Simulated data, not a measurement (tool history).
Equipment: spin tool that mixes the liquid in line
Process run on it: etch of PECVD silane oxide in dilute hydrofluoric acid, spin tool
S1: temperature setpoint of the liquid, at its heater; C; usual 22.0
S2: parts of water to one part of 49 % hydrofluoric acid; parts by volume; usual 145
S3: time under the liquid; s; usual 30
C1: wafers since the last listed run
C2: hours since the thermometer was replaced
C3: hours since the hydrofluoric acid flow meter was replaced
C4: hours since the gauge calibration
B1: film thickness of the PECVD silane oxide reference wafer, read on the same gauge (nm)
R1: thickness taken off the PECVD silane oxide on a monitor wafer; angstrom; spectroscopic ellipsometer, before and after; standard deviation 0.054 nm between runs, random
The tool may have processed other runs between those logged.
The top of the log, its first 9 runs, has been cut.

Run 10, day 33.450: usual settings; C1 1517; C2 458.9; C3 723.9; C4 1848.5; B1 140.03. Result: R1 82.4 angstrom.
Run 11, day 37.050: usual settings; C1 1372; C2 545.3; C3 810.3; C4 1934.9; B1 139.99. Result: R1 81.3 angstrom.
Run 12, day 39.858: usual settings but S2 110 parts by volume, S3 40 s; C1 1070; C2 612.7; C3 877.7; C4 2002.3; B1 139.99. Result: R1 150.3 angstrom.
Run 13, day 41.438: usual settings but S2 110 parts by volume, S3 40 s; C1 602; C2 650.6; C3 915.6; C4 2040.2; B1 140.01. Result: R1 151.6 angstrom.
Run 14, day 45.762: usual settings but S2 110 parts by volume, S3 40 s; C1 1649; C2 754.4; C3 1019.4; C4 2144.0; B1 139.98. Result: R1 155.0 angstrom.
At day 48.575: gauge calibrated.
At day 49.904: thermometer replaced.
Run 15, day 50.108: usual settings but S3 45 s; C1 1641; C2 4.9; C3 1123.7; C4 36.8; B1 139.99. Result: R1 130.5 angstrom.
Run 16, day 52.229: usual settings but S2 175 parts by volume; C1 808; C2 55.8; C3 1174.6; C4 87.7; B1 140.00. Result: R1 69.9 angstrom.
Run 17, day 54.850: usual settings but S1 24.0 C, S2 105 parts by volume, S3 15 s; C1 999; C2 118.7; C3 1237.5; C4 150.6; B1 140.01. Result: R1 69.1 angstrom.
At day 56.929: hydrofluoric acid flow meter replaced.
Run 18, day 59.217: usual settings but S3 25 s; C1 1649; C2 223.5; C3 54.9; C4 255.4; B1 139.97. Result: R1 73.7 angstrom.
Run 19, day 62.358: usual settings but S1 17.5 C, S2 190 parts by volume, S3 45 s; C1 1197; C2 298.9; C3 130.3; C4 330.8; B1 139.98. Result: R1 82.2 angstrom.
At day 66.246: thermometer replaced, repeated, since the last time left the tool worse.
Run 20, day 66.262: usual settings but S1 24.5 C; C1 1472; C2 0.4; C3 224.0; C4 424.5; B1 140.00. Result: R1 87.2 angstrom.

For run 21, what comes out?
Run 21, day 68.238: usual settings; C1 753; C2 47.8; C3 271.4; C4 471.9; B1 ?. Result: R1 ?.

B1: 140.01
R1: 79.5 angstrom
The same run, on a tool lacking any hidden state, would have yielded R1 79.2 angstrom.

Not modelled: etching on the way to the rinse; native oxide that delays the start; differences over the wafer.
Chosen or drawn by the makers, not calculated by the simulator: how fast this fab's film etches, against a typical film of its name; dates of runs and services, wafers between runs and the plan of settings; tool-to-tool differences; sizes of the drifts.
